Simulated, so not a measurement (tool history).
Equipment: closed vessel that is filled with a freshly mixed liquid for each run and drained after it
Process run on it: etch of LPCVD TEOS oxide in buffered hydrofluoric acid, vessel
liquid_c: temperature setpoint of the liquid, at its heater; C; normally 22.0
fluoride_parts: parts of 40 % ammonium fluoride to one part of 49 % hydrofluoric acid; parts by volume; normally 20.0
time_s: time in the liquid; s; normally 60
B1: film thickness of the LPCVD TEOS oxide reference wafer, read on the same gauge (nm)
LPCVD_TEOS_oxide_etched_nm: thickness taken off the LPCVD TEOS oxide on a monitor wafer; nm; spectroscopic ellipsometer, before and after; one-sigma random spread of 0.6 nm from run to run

{"run": 1, "hour": 0.0, "liquid_c": 22.0, "fluoride_parts": 20.0, "time_s": 60, "B1": 59.97, "LPCVD_TEOS_oxide_etched_nm": 134.74}
{"run": 2, "hour": 14.6, "liquid_c": 22.0, "fluoride_parts": 20.0, "time_s": 60, "B1": 59.96, "LPCVD_TEOS_oxide_etched_nm": 134.04}
{"run": 3, "hour": 47.4, "liquid_c": 22.0, "fluoride_parts": 20.0, "time_s": 60, "B1": 59.94, "LPCVD_TEOS_oxide_etched_nm": 133.58}
{"run": 4, "hour": 63.7, "liquid_c": 22.0, "fluoride_parts": 20.0, "time_s": 60, "B1": 60.04, "LPCVD_TEOS_oxide_etched_nm": 134.36}
{"run": 5, "hour": 98.6, "liquid_c": 22.0, "fluoride_parts": 20.0, "time_s": 60, "B1": 60.0, "LPCVD_TEOS_oxide_etched_nm": 133.92}
{"run": 6, "hour": 120.0, "liquid_c": 22.0, "fluoride_parts": 20.0, "time_s": 60, "B1": 60.01, "LPCVD_TEOS_oxide_etched_nm": 134.4}
{"run": 7, "hour": 153.5, "liquid_c": 22.0, "fluoride_parts": 20.0, "time_s": 60, "B1": 60.03, "LPCVD_TEOS_oxide_etched_nm": 134.39}
{"run": 8, "hour": 170.8, "liquid_c": 22.0, "fluoride_parts": 20.0, "time_s": 60, "B1": 59.99, "LPCVD_TEOS_oxide_etched_nm": 133.72}
{"run": 9, "hour": 204.9, "liquid_c": 22.0, "fluoride_parts": 20.0, "time_s": 60, "B1": 59.99, "LPCVD_TEOS_oxide_etched_nm": 134.4}
{"run": 10, "hour": 235.9, "liquid_c": 22.0, "fluoride_parts": 21.5, "time_s": 60, "B1": 59.99, "LPCVD_TEOS_oxide_etched_nm": 126.56}
{"run": 11, "hour": 254.3, "liquid_c": 22.0, "fluoride_parts": 21.5, "time_s": 60, "B1": 59.98, "LPCVD_TEOS_oxide_etched_nm": 126.97}
{"run": 12, "hour": 276.5, "liquid_c": 22.0, "fluoride_parts": 21.5, "time_s": 60, "B1": 59.99, "LPCVD_TEOS_oxide_etched_nm": 126.87}
{"run": 13, "hour": 318.6, "liquid_c": 22.0, "fluoride_parts": 20.0, "time_s": 40, "B1": 59.99, "LPCVD_TEOS_oxide_etched_nm": 88.91}
{"run": 14, "hour": 332.8, "liquid_c": 22.0, "fluoride_parts": 20.0, "time_s": 40, "B1": 60.03, "LPCVD_TEOS_oxide_etched_nm": 88.5}
{"run": 15, "hour": 364.1, "liquid_c": 20.0, "fluoride_parts": 26.0, "time_s": 30, "B1": 59.97, "LPCVD_TEOS_oxide_etched_nm": 49.53}
{"hour": 383.1, "done": "hydrofluoric acid flow meter replaced"}
{"run": 16, "hour": 399.3, "liquid_c": 22.0, "fluoride_parts": 20.0, "time_s": 60, "B1": 60.01, "LPCVD_TEOS_oxide_etched_nm": 140.58}
{"run": 17, "hour": 434.7, "liquid_c": 18.5, "fluoride_parts": 17.5, "time_s": 35, "B1": 60.04, "LPCVD_TEOS_oxide_etched_nm": 75.81}
{"hour": 444.2, "done": "gauge calibrated"}
{"run": 18, "hour": 454.0, "liquid_c": 26.0, "fluoride_parts": 16.0, "time_s": 60, "B1": 60.03, "LPCVD_TEOS_oxide_etched_nm": 214.42}
{"run": 19, "hour": 485.8, "liquid_c": 18.5, "fluoride_parts": 20.0, "time_s": 75, "B1": 60.0, "LPCVD_TEOS_oxide_etched_nm": 143.52}
{"hour": 504.6, "done": "thermometer replaced"}
{"run": 20, "hour": 516.5, "liquid_c": 22.0, "fluoride_parts": 15.0, "time_s": 60, "B1": 60.0, "LPCVD_TEOS_oxide_etched_nm": 184.07}
{"run": 21, "hour": 547.2, "liquid_c": 22.0, "fluoride_parts": 20.0, "time_s": 60, "B1": 60.05, "LPCVD_TEOS_oxide_etched_nm": 139.14}
{"run": 22, "hour": 568.9, "liquid_c": 22.0, "fluoride_parts": 20.0, "time_s": 60, "B1": 60.0, "LPCVD_TEOS_oxide_etched_nm": 138.7}
{"run": 23, "hour": 586.4, "liquid_c": 24.0, "fluoride_parts": 24.0, "time_s": 60, "B1": 59.99, "LPCVD_TEOS_oxide_etched_nm": 136.93}
{"run": 24, "hour": 618.3, "liquid_c": 18.5, "fluoride_parts": 20.0, "time_s": 60, "B1": 59.98, "LPCVD_TEOS_oxide_etched_nm": 113.97}

Run 25 is up next; what results do you expect?
{"run": 25, "hour": 650.8, "liquid_c": 22.0, "fluoride_parts": 20.0, "time_s": 60, "B1": "?", "LPCVD_TEOS_oxide_etched_nm": "?"}

For run 25 the tool returned B1 60.04, LPCVD_TEOS_oxide_etched_nm 138.73 nm.
Minus the tool's unlogged condition, the same run would have read LPCVD_TEOS_oxide_etched_nm 140.99 nm.
